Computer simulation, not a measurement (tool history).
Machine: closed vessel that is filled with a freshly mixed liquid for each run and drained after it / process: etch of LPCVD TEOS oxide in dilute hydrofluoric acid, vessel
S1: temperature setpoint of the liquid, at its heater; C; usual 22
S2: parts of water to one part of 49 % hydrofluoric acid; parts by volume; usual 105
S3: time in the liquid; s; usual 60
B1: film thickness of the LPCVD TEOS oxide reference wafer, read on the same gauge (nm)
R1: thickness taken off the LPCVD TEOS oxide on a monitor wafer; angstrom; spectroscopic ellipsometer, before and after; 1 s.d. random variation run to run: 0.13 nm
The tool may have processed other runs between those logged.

run 1 hour=0 | S1=22 S2=105 S3=60 | B1=130.05 | R1=309.2
run 2 hour=46.6 | S1=23 S2=105 S3=60 | B1=130.01 | R1=320.8
-- hour=71.8 gauge calibrated
run 3 hour=108.6 | S1=23 S2=105 S3=60 | B1=130.01 | R1=321.5
run 4 hour=147.9 | S1=23 S2=105 S3=60 | B1=129.99 | R1=321.6
run 5 hour=213.2 | S1=22 S2=105 S3=60 | B1=130 | R1=308.9
run 6 hour=255.9 | S1=22 S2=105 S3=60 | B1=130.02 | R1=309.6
-- hour=275.3 thermometer replaced
run 7 hour=289.6 | S1=22 S2=105 S3=60 | B1=130.03 | R1=308.7
run 8 hour=336.3 | S1=22 S2=105 S3=60 | B1=129.99 | R1=308.9
run 9 hour=391.8 | S1=22 S2=105 S3=60 | B1=129.99 | R1=307.1
run 10 hour=421.4 | S1=22 S2=105 S3=60 | B1=129.98 | R1=306
run 11 hour=450.1 | S1=22 S2=105 S3=60 | B1=130.01 | R1=308.9
run 12 hour=504.7 | S1=22 S2=105 S3=60 | B1=129.98 | R1=307.3
run 13 hour=564.8 | S1=22 S2=105 S3=80 | B1=130 | R1=409.9
run 14 hour=592.7 | S1=22 S2=105 S3=80 | B1=130.01 | R1=412.1
run 15 hour=648.8 | S1=22 S2=105 S3=40 | B1=130.03 | R1=206.5
run 16 hour=707.6 | S1=22 S2=105 S3=40 | B1=130.01 | R1=204.8
run 17 hour=759.7 | S1=22 S2=105 S3=40 | B1=130.02 | R1=207.1
run 18 hour=792.1 | S1=22 S2=145 S3=60 | B1=129.99 | R1=212.7
run 19 hour=833.5 | S1=22 S2=125 S3=85 | B1=129.99 | R1=357.9
-- hour=963 hydrofluoric acid flow meter replaced
run 20 hour=1032.6 | S1=22 S2=105 S3=60 | B1=130.01 | R1=309.1
run 21 hour=1099.6 | S1=22 S2=105 S3=60 | B1=130.01 | R1=305.2
run 22 hour=1195.4 | S1=22 S2=105 S3=40 | B1=130.04 | R1=204.7
-- hour=1218.2 thermometer replaced
run 23 hour=1266.4 | S1=17.5 S2=105 S3=80 | B1=129.98 | R1=342.3
run 24 hour=1331.4 | S1=22 S2=105 S3=30 | B1=130.04 | R1=153.9
-- hour=1341.6 gauge calibrated
run 25 hour=1401.3 | S1=22 S2=75 S3=35 | B1=130 | R1=261.3
run 26 hour=1461.2 | S1=25.5 S2=70 S3=95 | B1=130 | R1=879.6

What does the tool deliver on the next run?
run 27 hour=1531.6 | S1=25.5 S2=130 S3=60 | B1=? | R1=?

For run 27 the tool returned B1 129.99, R1 275.5 angstrom.
If the tool had no hidden condition, the same run with the same run-to-run variation would have returned R1 275.5 angstrom.

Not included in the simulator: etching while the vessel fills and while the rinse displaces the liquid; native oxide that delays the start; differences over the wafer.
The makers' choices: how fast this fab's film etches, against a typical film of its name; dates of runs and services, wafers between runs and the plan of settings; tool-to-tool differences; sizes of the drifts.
